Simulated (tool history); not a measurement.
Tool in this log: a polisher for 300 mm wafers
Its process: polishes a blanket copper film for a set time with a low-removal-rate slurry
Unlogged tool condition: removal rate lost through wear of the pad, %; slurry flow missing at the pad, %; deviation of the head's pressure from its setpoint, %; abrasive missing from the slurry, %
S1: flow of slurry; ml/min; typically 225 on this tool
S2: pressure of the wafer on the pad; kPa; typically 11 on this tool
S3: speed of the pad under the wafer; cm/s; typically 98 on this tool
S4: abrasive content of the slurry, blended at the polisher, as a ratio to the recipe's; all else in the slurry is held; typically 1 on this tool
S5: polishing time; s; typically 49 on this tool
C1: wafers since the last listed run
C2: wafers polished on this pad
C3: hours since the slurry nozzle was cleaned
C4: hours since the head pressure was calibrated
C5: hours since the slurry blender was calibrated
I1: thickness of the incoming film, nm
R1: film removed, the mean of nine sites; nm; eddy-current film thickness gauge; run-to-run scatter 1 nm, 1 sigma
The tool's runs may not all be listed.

run	hour	S1	S2	S3	S4	S5	C1	C2	C3	C4	C5	I1	R1
1	0	225	11	98	1	49	0	106	454.7	42.5	32.3	885.5	72.6
2	17	225	11	98	0.9	49	116	222	471.7	59.5	49.3	893	68.9
3	33.7	225	11	98	1	49	114	337	488.4	76.2	66	878.3	73.9
4	46.2	225	11	98	1	49	85	422	500.9	88.7	78.5	887.5	72.8
5	63.4	225	11	98	1	49	117	540	518.1	105.9	95.7	889	72.7
6	70.1	225	11	98	1	49	45	586	524.8	112.6	102.4	877.8	73
7	91	225	11	98	1	49	142	729	545.7	133.5	123.3	881.7	73.8
8	108.9	225	11	98	1	49	122	851	563.6	151.4	141.2	885.1	70.7
9	119.9	225	9.7	98	1	54	75	926	574.6	162.4	152.2	896.9	67.8
10	128.7	225	9.7	98	1	54	60	986	583.4	171.2	161	878.6	69.5
11	134.9	225	11	98	1.25	62	42	1029	589.6	177.4	167.2	882.5	96.7
12	147.2	225	11	98	1.25	62	84	1113	601.9	189.7	179.5	867.1	98.1
13	158.9	225	11	98	1.25	62	80	1193	613.6	201.4	191.2	884.6	95.8
14	174.6	225	11	98	1.1	49	107	1300	629.3	217.1	206.9	872	73.4
15	191.1	225	11	98	1.1	49	112	1413	645.8	233.6	223.4	879.4	73
# hour 200.7: worn pad replaced by a new one
16	201.2	225	12.4	98	1	49	41	3	655.9	243.7	233.5	880.5	81.1
17	211.6	300	11	98	1.3	49	71	74	666.3	254.1	243.9	879.7	79.7
18	228.5	280	8.3	82	1	43	115	190	683.2	271	260.8	885.9	41.8
19	243	225	9.7	98	1	54	99	289	697.7	285.5	275.3	885	68
20	259.3	225	11	118	0.85	63	111	400	714	301.8	291.6	867.8	95.9
# hour 263.9: slurry nozzle cleaned
# hour 268.1: slurry blender recalibrated
21	271.6	225	11	72	1	49	63	464	7.7	314.1	3.5	869.2	59.8
22	278.1	225	11	98	1	49	44	508	14.2	320.6	10	879.1	73.7
23	294.3	225	11	82	1	61	110	619	30.4	336.8	26.2	897.8	80.7
# hour 299.3: head pressure recalibrated
24	309.2	225	11	98	1	49	88	707	45.3	9.9	41.1	880.6	71
25	320.9	225	11	98	1	44	80	787	57	21.6	52.8	871.7	66
26	330.6	225	7.6	98	1	60	66	854	66.7	31.3	62.5	891.8	62.6
27	348.1	225	12.4	108	1	49	119	974	84.2	48.8	80	882.1	87.6
28	356.9	170	8.3	98	1	35	60	1034	93	57.6	88.8	865.1	38.2
29	371.9	250	11	98	1.3	49	102	1136	108	72.6	103.8	869.2	81.5
30	385.4	175	11	84	1.15	61	92	1229	121.5	86.1	117.3	863.7	81.8

Forecast each of these 5 alternatives for the next run:
A	385.8	225	11	98	1.2	49	2	1231	121.9	86.5	117.7	866.3	?
B	385.8	250	13.8	124	0.75	49	2	1231	121.9	86.5	117.7	866.3	?
C	385.8	225	8.3	98	1	49	2	1231	121.9	86.5	117.7	866.3	?
D	385.8	175	11	98	1	49	2	1231	121.9	86.5	117.7	866.3	?
E	385.8	175	9.7	98	0.75	38	2	1231	121.9	86.5	117.7	866.3	?

run	R1
A	75.4
B	96.1
C	53.4
D	68.8
E	42.3
Stripped of hidden state, with their random variation kept, the same runs would have yielded:
run	R1
A	77.3
B	98.3
C	54.7
D	70.5
E	43.2

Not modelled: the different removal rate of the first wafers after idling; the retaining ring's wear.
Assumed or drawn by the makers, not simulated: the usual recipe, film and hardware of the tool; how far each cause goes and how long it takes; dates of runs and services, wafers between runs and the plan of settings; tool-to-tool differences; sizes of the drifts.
